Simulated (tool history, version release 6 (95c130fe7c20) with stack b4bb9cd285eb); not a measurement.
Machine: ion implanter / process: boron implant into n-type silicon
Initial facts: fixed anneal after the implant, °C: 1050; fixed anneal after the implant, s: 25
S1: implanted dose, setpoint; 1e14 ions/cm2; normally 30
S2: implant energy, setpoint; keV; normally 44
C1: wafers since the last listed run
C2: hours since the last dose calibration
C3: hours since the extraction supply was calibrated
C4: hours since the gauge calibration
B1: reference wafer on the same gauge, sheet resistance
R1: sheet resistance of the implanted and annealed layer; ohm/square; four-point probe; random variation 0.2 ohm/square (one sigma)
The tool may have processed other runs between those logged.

run,hour,S1,S2,C1,C2,C3,C4,B1,R1
1,0,35.1,50.5,0,1314.2,5586.9,102,42.98,38.9
2,63.8,35.1,50.5,1075,1378,5650.7,165.8,42.99,39.21
3,114.4,35.1,50.5,853,1428.6,5701.3,216.4,42.98,38.93
4,205.4,30,36.5,1534,1519.6,5792.3,307.4,43.01,45.81
5,269,30,36.5,1072,1583.2,5855.9,371,43.01,45.61
# hour 302: Faraday cup replaced and dose calibrated
6,356.5,30,36.5,1340,54.5,5943.4,458.5,42.99,45.47
7,426,35.15,32,1171,124,6012.9,528,43.02,42.85
# hour 437.5: gauge calibrated
# hour 455.3: extraction supply calibrated
8,490.2,30,58.5,947,188.2,34.9,52.7,43.03,43.1
9,552.1,23.19,36,1043,250.1,96.8,114.6,43,55.27
10,642.8,35.04,55,1529,340.8,187.5,205.3,43.04,38.91
11,714,30,36.5,1200,412,258.7,276.5,43,45.89
12,761.2,30,51,795,459.2,305.9,323.7,42.98,43.91

Estimate the outcome of run 13 from the log above:
13,846.9,24.3,49,1445,544.9,391.6,409.4,?,?

{"run 13": {"B1": 43, "R1": 51.47}}
On a tool with no hidden condition, and with the same random variation, this run would have come out at R1 51.47 ohm/square.
